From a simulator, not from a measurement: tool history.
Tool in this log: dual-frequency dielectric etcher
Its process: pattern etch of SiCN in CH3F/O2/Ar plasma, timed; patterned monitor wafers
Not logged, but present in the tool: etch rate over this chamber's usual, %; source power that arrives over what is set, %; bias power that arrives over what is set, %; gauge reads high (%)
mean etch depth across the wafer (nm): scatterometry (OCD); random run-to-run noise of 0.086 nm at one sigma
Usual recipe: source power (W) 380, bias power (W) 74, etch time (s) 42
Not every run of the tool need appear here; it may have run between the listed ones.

run,day,source power (W),bias power (W),etch time (s),wafers since the last listed run,hours since the last wet clean,hours since the last source power generator calibration,hours since the last bias power generator calibration,hours since the last upper electrode change,hours since the gauge calibration,"read-back reference wafer on the same gauge, depth_nm",mean etch depth across the wafer (nm)
1,0,420,74,42,0,444.7,1428,3734.7,35,2135.7,14.4,13.85
2,1.646,340,74,49.5,554,484.2,1467.5,3774.2,74.5,2175.2,14.39,15.11
# day 3.721: wet clean of the chamber
3,3.742,340,74,49.5,369,0.5,1517.8,3824.5,124.8,2225.5,14.42,15.62
4,4.562,380,74,42,276,20.2,1537.5,3844.2,144.5,2245.2,14.41,13.68
5,5.65,380,74,42,366,46.3,1563.6,3870.3,170.6,2271.3,14.42,13.82
# day 7.354: bias power generator calibrated
6,7.375,380,61,42,525,87.7,1605,0.5,212,2312.7,14.44,13.05
# day 7.729: source power generator calibrated
7,8.504,380,58,42,324,114.8,18.6,27.6,239.1,2339.8,14.37,12.83
8,11.062,380,74,42,862,176.2,80,89,300.5,2401.2,14.41,13.81
9,13.042,430,74,42,666,223.7,127.5,136.5,348,2448.7,14.45,14.43
10,15.912,310,74,50.5,967,292.6,196.4,205.4,416.9,2517.6,14.43,15.09
11,17.354,290,80,47,485,327.2,231,240,451.5,2552.2,14.46,13.66
12,19.579,280,74,50.5,749,380.6,284.4,293.4,504.9,2605.6,14.36,14.17
13,21.162,450,74,52,533,418.6,322.4,331.4,542.9,2643.6,14.42,17.91
# day 21.517: gauge calibrated
14,22.271,350,74,52,373,445.2,349,358,569.5,18.1,14.41,16.06
# day 25.562: wet clean of the chamber
15,25.583,380,74,38.5,779,0.5,428.5,437.5,649,97.6,14.43,12.72
16,26.404,380,74,42,276,20.2,448.2,457.2,668.7,117.3,14.42,13.9
17,27.85,380,74,42,487,54.9,482.9,491.9,703.4,152,14.41,13.83
18,29.121,440,58,42,428,85.4,513.4,522.4,733.9,182.5,14.39,13.67
19,32.012,380,74,42,974,154.8,582.8,591.8,803.3,251.9,14.35,13.62
20,34.667,290,59,42,894,218.5,646.5,655.5,867,315.6,14.41,11.49
21,36.462,380,61,50,605,261.6,689.6,698.6,910.1,358.7,14.42,15.32
22,39.012,380,74,47.5,859,322.8,750.8,759.8,971.3,419.9,14.39,15.29
23,41.867,380,74,42,961,391.3,819.3,828.3,1039.8,488.4,14.41,13.32
24,44.762,350,62,48,975,460.8,888.8,897.8,1109.3,557.9,14.4,14.19
25,46.662,330,74,33,640,506.4,934.4,943.4,1154.9,603.5,14.41,9.9
# day 49.108: wet clean of the chamber
26,49.642,450,85,53.5,666,12.8,1005.9,1014.9,1226.4,675,14.37,19.51
27,52.571,380,90,33.5,987,83.1,1076.2,1085.2,1296.7,745.3,14.42,11.52
28,60.104,410,58,42,2538,263.9,1257,1266,1477.5,926.1,14.44,12.98
29,62.696,420,74,42,873,326.1,1319.2,1328.2,1539.7,988.3,14.41,14.1
30,64.596,290,68,54,640,371.7,1364.8,1373.8,1585.3,1033.9,14.39,15.02

State the hidden condition of the tool at each of the runs:
source power that arrives over what is set, %: 0, the same for each run
bias power that arrives over what is set, %: 0, the same for each run
gauge reads high (%): 0, the same for each run
H1: etch rate over this chamber's usual, %
run,H1
1,-3.24
2,-3.53
3,0.0512
4,-0.0932
5,-0.285
6,-0.588
7,-0.787
8,-1.24
9,-1.59
10,-2.09
11,-2.34
12,-2.74
13,-3.01
14,-3.21
15,0.309
16,0.165
17,-0.0897
18,-0.313
19,-0.822
20,-1.29
21,-1.61
22,-2.05
23,-2.56
24,-3.07
25,-3.4
26,-0.0572
27,-0.573
28,-1.9
29,-2.35
30,-2.69

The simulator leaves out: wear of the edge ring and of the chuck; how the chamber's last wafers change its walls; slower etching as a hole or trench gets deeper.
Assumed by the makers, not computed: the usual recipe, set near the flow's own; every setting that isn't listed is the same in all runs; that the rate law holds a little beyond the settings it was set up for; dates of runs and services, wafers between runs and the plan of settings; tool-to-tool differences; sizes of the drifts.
